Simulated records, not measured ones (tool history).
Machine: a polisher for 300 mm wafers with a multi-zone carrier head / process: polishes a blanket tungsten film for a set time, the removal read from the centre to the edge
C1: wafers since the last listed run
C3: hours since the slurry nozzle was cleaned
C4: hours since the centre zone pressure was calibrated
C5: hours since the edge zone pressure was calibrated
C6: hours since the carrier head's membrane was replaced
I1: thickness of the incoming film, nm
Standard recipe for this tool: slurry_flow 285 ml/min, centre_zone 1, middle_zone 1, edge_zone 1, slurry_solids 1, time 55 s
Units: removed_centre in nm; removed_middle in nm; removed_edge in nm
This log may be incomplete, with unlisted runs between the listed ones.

Run 1, hour 0: usual settings but edge_zone 1.03; C1 0; wafers polished on this pad 1179; C3 74.3; C4 620.9; C5 244.6; C6 1293.1; I1 1386.8. Result: removed_centre 204.1 nm, removed_middle 206.8 nm, removed_edge 207.5 nm.
Run 2, hour 13.3: usual settings but edge_zone 1.03; C1 89; wafers polished on this pad 1269; C3 87.6; C4 634.2; C5 257.9; C6 1306.4; I1 1357.4. Result: removed_centre 204.4 nm, removed_middle 208.1 nm, removed_edge 209.9 nm.
Run 3, hour 33.9: usual settings but slurry_flow 310 ml/min; C1 139; wafers polished on this pad 1408; C3 108.2; C4 654.8; C5 278.5; C6 1327; I1 1370.7. Result: removed_centre 207.2 nm, removed_middle 207.5 nm, removed_edge 211.3 nm.
At hour 38.2: worn pad replaced by a new one.
Run 4, hour 46.9: usual settings; C1 60; wafers polished on this pad 58; C3 121.2; C4 667.8; C5 291.5; C6 1340; I1 1347.5. Result: removed_centre 201.1 nm, removed_middle 207 nm, removed_edge 204 nm.
Run 5, hour 73.9: usual settings but slurry_flow 355 ml/min, middle_zone 1.05; C1 182; wafers polished on this pad 241; C3 148.2; C4 694.8; C5 318.5; C6 1367; I1 1365.5. Result: removed_centre 209 nm, removed_middle 219.6 nm, removed_edge 210.4 nm.
Run 6, hour 93.3: usual settings but slurry_flow 355 ml/min, middle_zone 1.05; C1 131; wafers polished on this pad 372; C3 167.6; C4 714.2; C5 337.9; C6 1386.4; I1 1338.8. Result: removed_centre 204.8 nm, removed_middle 218.6 nm, removed_edge 204.5 nm.
Run 7, hour 119.1: usual settings; C1 174; wafers polished on this pad 547; C3 193.4; C4 740; C5 363.7; C6 1412.2; I1 1377.1. Result: removed_centre 199.6 nm, removed_middle 197.4 nm, removed_edge 198.4 nm.
At hour 128.4: slurry nozzle cleaned.
Run 8, hour 146.9: usual settings; C1 181; wafers polished on this pad 728; C3 18.5; C4 767.8; C5 391.5; C6 1440; I1 1364.6. Result: removed_centre 206.1 nm, removed_middle 205.9 nm, removed_edge 209.3 nm.
Run 9, hour 160.5: usual settings; C1 91; wafers polished on this pad 820; C3 32.1; C4 781.4; C5 405.1; C6 1453.6; I1 1363.4. Result: removed_centre 209.2 nm, removed_middle 209.2 nm, removed_edge 202.2 nm.
At hour 169.9: centre zone pressure recalibrated.
Run 10, hour 209.6: usual settings; C1 318; wafers polished on this pad 1138; C3 81.2; C4 39.7; C5 454.2; C6 1502.7; I1 1378.6. Result: removed_centre 206.9 nm, removed_middle 202.3 nm, removed_edge 210.3 nm.
At hour 223.1: carrier head's membrane replaced by a new one.
Run 11, hour 232.2: usual settings but slurry_flow 370 ml/min, centre_zone 1.05, time 50 s; C1 119; wafers polished on this pad 1257; C3 103.8; C4 62.3; C5 476.8; C6 9.1; I1 1357.1. Result: removed_centre 197.2 nm, removed_middle 190.6 nm, removed_edge 193.5 nm.
At hour 250.6: worn pad replaced by a new one.
Run 12, hour 265.5: usual settings but slurry_flow 360 ml/min, middle_zone 0.91, slurry_solids 1.3; C1 198; wafers polished on this pad 100; C3 137.1; C4 95.6; C5 510.1; C6 42.4; I1 1375. Result: removed_centre 218.2 nm, removed_middle 204.7 nm, removed_edge 219.7 nm.
Run 13, hour 278: usual settings but centre_zone 0.97, middle_zone 1.05; C1 84; wafers polished on this pad 185; C3 149.6; C4 108.1; C5 522.6; C6 54.9; I1 1345. Result: removed_centre 202 nm, removed_middle 213.9 nm, removed_edge 206.4 nm.
Run 14, hour 306.8: usual settings but slurry_flow 310 ml/min; C1 194; wafers polished on this pad 380; C3 178.4; C4 136.9; C5 551.4; C6 83.7; I1 1366.9. Result: removed_centre 201.9 nm, removed_middle 204.2 nm, removed_edge 207.7 nm.
Run 15, hour 322.2: usual settings but centre_zone 0.95, edge_zone 1.11; C1 104; wafers polished on this pad 484; C3 193.8; C4 152.3; C5 566.8; C6 99.1; I1 1354.2. Result: removed_centre 194.4 nm, removed_middle 200.9 nm, removed_edge 211 nm.
At hour 324.9: slurry nozzle cleaned.
At hour 340.5: edge zone pressure recalibrated.
Run 16, hour 346.8: usual settings but edge_zone 1.09; C1 146; wafers polished on this pad 630; C3 21.9; C4 176.9; C5 6.3; C6 123.7; I1 1360.1. Result: removed_centre 206.4 nm, removed_middle 206 nm, removed_edge 214.1 nm.
Run 17, hour 371.7: usual settings but middle_zone 1.12, edge_zone 1.1; C1 168; wafers polished on this pad 798; C3 46.8; C4 201.8; C5 31.2; C6 148.6; I1 1356.4. Result: removed_centre 204.4 nm, removed_middle 226.3 nm, removed_edge 215.1 nm.
Run 18, hour 386.8: usual settings but slurry_flow 190 ml/min, centre_zone 1.05, edge_zone 0.93; C1 102; wafers polished on this pad 901; C3 61.9; C4 216.9; C5 46.3; C6 163.7; I1 1345.6. Result: removed_centre 195.9 nm, removed_middle 197.9 nm, removed_edge 186.7 nm.

For run 19, what comes out?
Run 19, hour 400.7: usual settings but middle_zone 1.1, edge_zone 0.94, time 73 s; C1 94; wafers polished on this pad 995; C3 75.8; C4 230.8; C5 60.2; C6 177.6; I1 1364. Result: removed_centre ?, removed_middle ?, removed_edge ?.

Run 19 produced removed_centre 274 nm, removed_middle 293.2 nm, removed_edge 265.9 nm.
With no hidden state in the tool, this same run would have given removed_centre 276.8 nm, removed_middle 295.9 nm, removed_edge 267.7 nm.

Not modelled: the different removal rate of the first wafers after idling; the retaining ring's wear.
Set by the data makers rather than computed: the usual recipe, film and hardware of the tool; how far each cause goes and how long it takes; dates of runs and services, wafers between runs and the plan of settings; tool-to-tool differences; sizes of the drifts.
